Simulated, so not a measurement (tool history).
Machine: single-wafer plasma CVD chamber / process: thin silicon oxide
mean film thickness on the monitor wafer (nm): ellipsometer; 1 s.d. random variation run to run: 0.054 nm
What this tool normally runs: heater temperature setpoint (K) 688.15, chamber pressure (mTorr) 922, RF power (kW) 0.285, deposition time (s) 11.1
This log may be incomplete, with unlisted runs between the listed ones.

run,hour,heater temperature setpoint (K),chamber pressure (mTorr),RF power (kW),deposition time (s),"read-back reference wafer on the same gauge, thickness_nm",mean film thickness on the monitor wafer (nm)
1,0,688.15,922,0.285,11.1,22.998,19.824
2,29.2,688.15,922,0.285,10.2,22.995,18.217
3,45,688.15,922,0.285,10.2,22.994,18.163
4,71,688.15,922,0.285,10.2,22.987,18.016
5,105.4,688.15,922,0.285,11.1,22.995,19.679
6,138.9,688.15,922,0.285,11.1,23.012,19.6
# hour 160.8: showerhead replaced
# hour 161.2: gauge calibrated
# hour 242.1: thermocouple changed; heater temperature recalibrated
7,242.6,688.15,993,0.285,11.1,22.999,20.89
# hour 251.3: capacitance manometer re-zeroed and calibrated
# hour 266.1: RF generator calibrated
8,266.6,692.15,922,0.285,11.1,23.011,20.143
9,284.7,678.15,922,0.285,9.6,23.011,17.562
10,296.9,683.15,922,0.26,12.6,22.999,22.156
11,329.4,673.15,922,0.31,11.1,23,21.177
12,357.1,688.15,785,0.285,11.1,23.003,17.043
13,388.7,688.15,922,0.285,11.1,22.984,20.182
14,416.8,688.15,922,0.285,11.1,23,20.182

What if the next run were any one of these 5? Each begins from the tool's condition after run 14:
A,417.2,688.15,922,0.285,13.3,?,?
B,417.2,688.15,922,0.33,9.9,?,?
C,417.2,698.15,922,0.265,11.1,?,?
D,417.2,683.15,767,0.23,9.2,?,?
E,417.2,688.15,768,0.255,11.1,?,?

run,"read-back reference wafer on the same gauge, thickness_nm",mean film thickness on the monitor wafer (nm)
A,22.995,24.053
B,22.995,19.002
C,22.995,19.345
D,22.995,12.543
E,22.995,15.822
The same runs, with their run-to-run variation unchanged, on a tool lacking any hidden condition would have given:
run,mean film thickness on the monitor wafer (nm)
A,24.154
B,19.077
C,19.43
D,12.601
E,15.892

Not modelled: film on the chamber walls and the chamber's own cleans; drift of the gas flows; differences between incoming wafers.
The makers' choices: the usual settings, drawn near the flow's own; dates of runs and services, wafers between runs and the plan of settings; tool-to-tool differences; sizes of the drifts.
